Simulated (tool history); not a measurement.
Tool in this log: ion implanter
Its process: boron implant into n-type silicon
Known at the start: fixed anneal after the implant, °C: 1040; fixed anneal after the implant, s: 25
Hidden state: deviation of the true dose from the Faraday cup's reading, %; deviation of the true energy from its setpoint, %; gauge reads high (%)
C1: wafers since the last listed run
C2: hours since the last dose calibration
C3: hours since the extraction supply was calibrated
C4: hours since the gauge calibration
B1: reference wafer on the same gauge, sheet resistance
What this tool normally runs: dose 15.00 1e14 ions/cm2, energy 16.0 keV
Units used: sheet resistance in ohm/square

Run 1, day 0.000: usual settings; C1 0; C2 929.5; C3 2230.3; C4 697.4; B1 100.60. Result: sheet resistance 98.09 ohm/square.
Run 2, day 3.846: usual settings; C1 2250; C2 1021.8; C3 2322.6; C4 789.7; B1 100.75. Result: sheet resistance 97.73 ohm/square.
Run 3, day 7.558: usual settings; C1 2172; C2 1110.9; C3 2411.7; C4 878.8; B1 100.66. Result: sheet resistance 97.71 ohm/square.
Run 4, day 9.217: usual settings; C1 970; C2 1150.7; C3 2451.5; C4 918.6; B1 100.69. Result: sheet resistance 97.45 ohm/square.
Run 5, day 12.617: usual settings; C1 1989; C2 1232.3; C3 2533.1; C4 1000.2; B1 100.72. Result: sheet resistance 97.74 ohm/square.
Run 6, day 15.542: usual settings; C1 1711; C2 1302.5; C3 2603.3; C4 1070.4; B1 100.76. Result: sheet resistance 97.56 ohm/square.
Run 7, day 19.225: usual settings but dose 12.47 1e14 ions/cm2; C1 2155; C2 1390.9; C3 2691.7; C4 1158.8; B1 100.65. Result: sheet resistance 112.39 ohm/square.
Run 8, day 24.350: usual settings but energy 11.5 keV; C1 2998; C2 1513.9; C3 2814.7; C4 1281.8; B1 100.72. Result: sheet resistance 103.86 ohm/square.
At day 25.071: extraction supply calibrated.
Run 9, day 28.121: usual settings but energy 11.5 keV; C1 2011; C2 1604.4; C3 73.2; C4 1372.3; B1 100.62. Result: sheet resistance 104.41 ohm/square.
Run 10, day 29.862: usual settings but energy 11.5 keV; C1 1019; C2 1646.2; C3 115.0; C4 1414.1; B1 100.65. Result: sheet resistance 104.39 ohm/square.
Run 11, day 33.967: usual settings; C1 2401; C2 1744.7; C3 213.5; C4 1512.6; B1 100.62. Result: sheet resistance 97.47 ohm/square.
Run 12, day 35.754: usual settings but dose 12.31 1e14 ions/cm2; C1 1045; C2 1787.6; C3 256.4; C4 1555.5; B1 100.67. Result: sheet resistance 113.31 ohm/square.
Run 13, day 38.871: usual settings but dose 11.59 1e14 ions/cm2, energy 10.5 keV; C1 1823; C2 1862.4; C3 331.2; C4 1630.3; B1 100.79. Result: sheet resistance 125.53 ohm/square.
Run 14, day 40.412: usual settings but energy 10.5 keV; C1 902; C2 1899.4; C3 368.2; C4 1667.3; B1 100.61. Result: sheet resistance 106.49 ohm/square.
Run 15, day 42.550: usual settings but energy 14.0 keV; C1 1250; C2 1950.7; C3 419.5; C4 1718.6; B1 100.73. Result: sheet resistance 99.64 ohm/square.
Run 16, day 44.250: usual settings but dose 16.45 1e14 ions/cm2, energy 12.0 keV; C1 994; C2 1991.5; C3 460.3; C4 1759.4; B1 100.72. Result: sheet resistance 98.18 ohm/square.
At day 44.479: gauge calibrated.
At day 44.792: Faraday cup replaced and dose calibrated.
Run 17, day 48.579: usual settings but dose 13.37 1e14 ions/cm2; C1 2338; C2 90.9; C3 564.2; C4 98.4; B1 100.61. Result: sheet resistance 106.20 ohm/square.
Run 18, day 52.625: usual settings but energy 11.5 keV; C1 2367; C2 188.0; C3 661.3; C4 195.5; B1 100.73. Result: sheet resistance 104.20 ohm/square.
Run 19, day 56.354: usual settings but dose 13.16 1e14 ions/cm2, energy 20.0 keV; C1 2182; C2 277.5; C3 750.8; C4 285.0; B1 100.80. Result: sheet resistance 104.89 ohm/square.
Run 20, day 58.225: usual settings but dose 16.16 1e14 ions/cm2; C1 1094; C2 322.4; C3 795.7; C4 329.9; B1 100.85. Result: sheet resistance 92.53 ohm/square.
Run 21, day 60.996: usual settings but dose 13.57 1e14 ions/cm2, energy 18.0 keV; C1 1621; C2 388.9; C3 862.2; C4 396.4; B1 100.69. Result: sheet resistance 103.45 ohm/square.

Give the tool's hidden conditions for every run:
deviation of the true dose from the Faraday cup's reading, %: 0, the same for each run
deviation of the true energy from its setpoint, %: 0, the same for each run
gauge reads high (%): 0, the same for each run
